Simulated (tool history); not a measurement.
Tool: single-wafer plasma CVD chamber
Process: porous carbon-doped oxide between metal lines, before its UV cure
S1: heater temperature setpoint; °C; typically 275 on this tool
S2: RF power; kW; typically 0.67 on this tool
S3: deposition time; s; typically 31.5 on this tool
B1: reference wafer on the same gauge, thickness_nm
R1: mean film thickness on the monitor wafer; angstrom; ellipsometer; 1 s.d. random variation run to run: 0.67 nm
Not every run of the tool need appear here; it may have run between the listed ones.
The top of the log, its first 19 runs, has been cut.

run,hour,S1,S2,S3,B1,R1
20,1127.3,275,0.62,31.5,230.025,2266.31
21,1187.3,264,0.615,31.5,229.966,2431.49
22,1236.6,275,0.67,31.5,230.002,2438.32
# hour 1265.4: RF generator calibrated
23,1300.8,275,0.555,35.5,230.032,2285.05
24,1344,275,0.67,35.9,230.019,2760.74
25,1410.1,286,0.6,25.7,229.912,1674
26,1436.6,263,0.67,37.8,230.06,3155.5
27,1498.7,275,0.56,37.6,229.857,2431.27
28,1708.9,275,0.71,37.3,230.089,2992.49
29,1779.5,263,0.67,37.8,230.038,3116.54
30,1824.4,282,0.67,31.5,230.053,2294.35
31,1854.6,264,0.625,33.6,229.902,2604.59
32,1907,275,0.76,29,230.173,2475.07
33,1940.3,261,0.67,31.5,229.926,2645.98
34,1967.4,288,0.595,29.8,229.885,1881.01

4 ways to go on from here, each from the tool as it stands after run 34. What would each give?
A,1967.8,269,0.67,31.5,?,?
B,1967.8,266,0.78,36.1,?,?
C,1967.8,285,0.78,31.5,?,?
D,1967.8,289,0.775,36.5,?,?

run,B1,R1
A,230.067,2510.45
B,230.067,3332.35
C,230.067,2568.82
D,230.067,2875.47
What these runs would have given with no unlogged condition in the tool:
run,R1
A,2567.18
B,3408.63
C,2622.93
D,2933.87
